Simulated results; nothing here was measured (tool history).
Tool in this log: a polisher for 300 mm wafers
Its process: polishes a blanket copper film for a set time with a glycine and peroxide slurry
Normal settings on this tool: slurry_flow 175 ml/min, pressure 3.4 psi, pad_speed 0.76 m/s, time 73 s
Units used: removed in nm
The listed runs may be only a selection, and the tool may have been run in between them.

run	hour	slurry_flow	pressure	pad_speed	time	wafers since the last listed run	wafers polished on this pad	hours since the slurry nozzle was cleaned	hours since the head pressure was calibrated	incoming thickness of the incoming film, nm	removed
1	0	175	3.4	0.76	89	0	362	284.2	1157.3	1435.1	499.8
2	10.4	175	3.4	0.76	89	57	419	294.6	1167.7	1454.3	490.5
3	20	175	3.4	0.56	73	52	472	304.2	1177.3	1437.2	313.2
4	31.1	175	3.4	0.56	73	61	533	315.3	1188.4	1484.6	310.9
5	39.6	175	3.4	0.56	73	46	580	323.8	1196.9	1461.9	304.9
6	55.7	175	3.4	0.76	73	88	669	339.9	1213	1445.9	383.1
# hour 64.6: worn pad replaced by a new one
7	71.7	175	3.4	0.76	73	66	39	355.9	1229	1438.8	420.1
# hour 84.1: head pressure recalibrated
8	84.6	175	3.4	0.62	93	59	99	368.8	0.5	1476.1	453.3
# hour 100.8: slurry nozzle cleaned
9	101.3	200	2.6	0.76	73	86	185	0.5	17.2	1453.4	369.8
10	110.6	175	3.4	0.76	73	51	236	9.8	26.5	1472.6	414.1
11	118.4	175	3.4	0.52	55	42	279	17.6	34.3	1456.2	229.1
12	130.7	155	3.4	0.76	73	67	347	29.9	46.6	1488.3	401.4
13	144.1	230	3.8	0.6	80	73	421	43.3	60	1461.4	407.1
14	159	140	3.4	0.68	73	82	503	58.2	74.9	1460.6	344.4

Predict each of these 4 candidate next runs independently; none follows another, all start after run 14:
A	159.5	175	2.8	0.76	73	2	506	58.7	75.4	1465.7	?
B	159.5	115	4.6	0.84	73	2	506	58.7	75.4	1465.7	?
C	159.5	175	3.4	0.76	97	2	506	58.7	75.4	1465.7	?
D	159.5	215	3.1	0.56	61	2	506	58.7	75.4	1465.7	?

run	removed
A	363.7
B	473.2
C	532.6
D	259.5
Without the tool's unlogged condition, the same runs would have read:
run	removed
A	391
B	508.7
C	572.5
D	279
